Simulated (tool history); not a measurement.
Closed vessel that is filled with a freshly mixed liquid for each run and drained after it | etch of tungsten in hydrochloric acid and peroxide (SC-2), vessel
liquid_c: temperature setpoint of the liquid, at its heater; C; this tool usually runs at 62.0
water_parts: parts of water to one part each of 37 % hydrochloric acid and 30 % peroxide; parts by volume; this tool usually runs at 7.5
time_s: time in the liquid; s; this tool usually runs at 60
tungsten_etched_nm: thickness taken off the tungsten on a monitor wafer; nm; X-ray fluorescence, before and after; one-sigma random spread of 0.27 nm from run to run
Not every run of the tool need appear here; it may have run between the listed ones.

run    hour  liquid_c  water_parts  time_s  read-back film thickness of the tungsten reference wafer, read on the same gauge (nm)  tungsten_etched_nm
  1     0.0      62.0          7.5      70                                                                                  30.03               46.43
  2    81.5      62.0          7.5      70                                                                                  30.02               46.60
  3   131.6      62.0          7.5      60                                                                                  30.00               39.47
      156.8  -- thermometer replaced
  4   193.6      62.0          9.0      60                                                                                  30.03               34.43
  5   248.0      62.0          9.0      60                                                                                  30.00               34.24
  6   323.8      62.0          9.0      60                                                                                  29.99               34.20
  7   368.9      62.0          7.5      60                                                                                  30.01               39.28
  8   412.7      62.0          7.5      60                                                                                  29.99               39.99
  9   503.5      62.0          7.5      60                                                                                  29.99               40.05
 10   567.4      62.0          7.5      60                                                                                  29.99               39.48
      596.8  -- thermometer replaced
 11   624.0      65.5          7.5      60                                                                                  30.02               49.75
 12   703.6      62.0          7.5      60                                                                                  30.00               40.10
      717.8  -- new drum of peroxide connected
 13   782.6      62.0          7.5      60                                                                                  29.98               39.65
 14   875.4      62.0          7.5      60                                                                                  30.00               40.80
 15   975.0      62.0          4.5      85                                                                                  30.00               83.06
 16  1054.7      66.5          4.0      30                                                                                  30.00               41.28
     1099.8  -- chemicals flow meter replaced
 17  1119.7      62.0          7.5      60                                                                                  30.02               38.12
     1154.1  -- thermometer replaced
 18  1209.4      65.5          7.5      75                                                                                  30.01               59.61
 19  1246.9      62.0          7.5      60                                                                                  30.00               38.49
 20  1336.3      53.0          4.0      80                                                                                  29.97               45.45
     1341.0  -- gauge calibrated
 21  1382.8      55.0          6.0      60                                                                                  30.00               29.33
 22  1515.6      62.0          7.5      35                                                                                  30.02               22.67
 23  1573.6      55.5          7.5      80                                                                                  30.01               34.04
 24  1622.8      69.5          5.0      60                                                                                  29.99               82.74

Estimate the outcome of run 25 from the log above:
     1651.3  -- thermometer replaced
 25  1710.7      62.0          5.5      70                                                                                      ?                   ?

read-back film thickness of the tungsten reference wafer, read on the same gauge (nm): 29.99
tungsten_etched_nm: 57.52 nm
Had the tool carried no hidden state, the very same run would have given tungsten_etched_nm 56.05 nm.
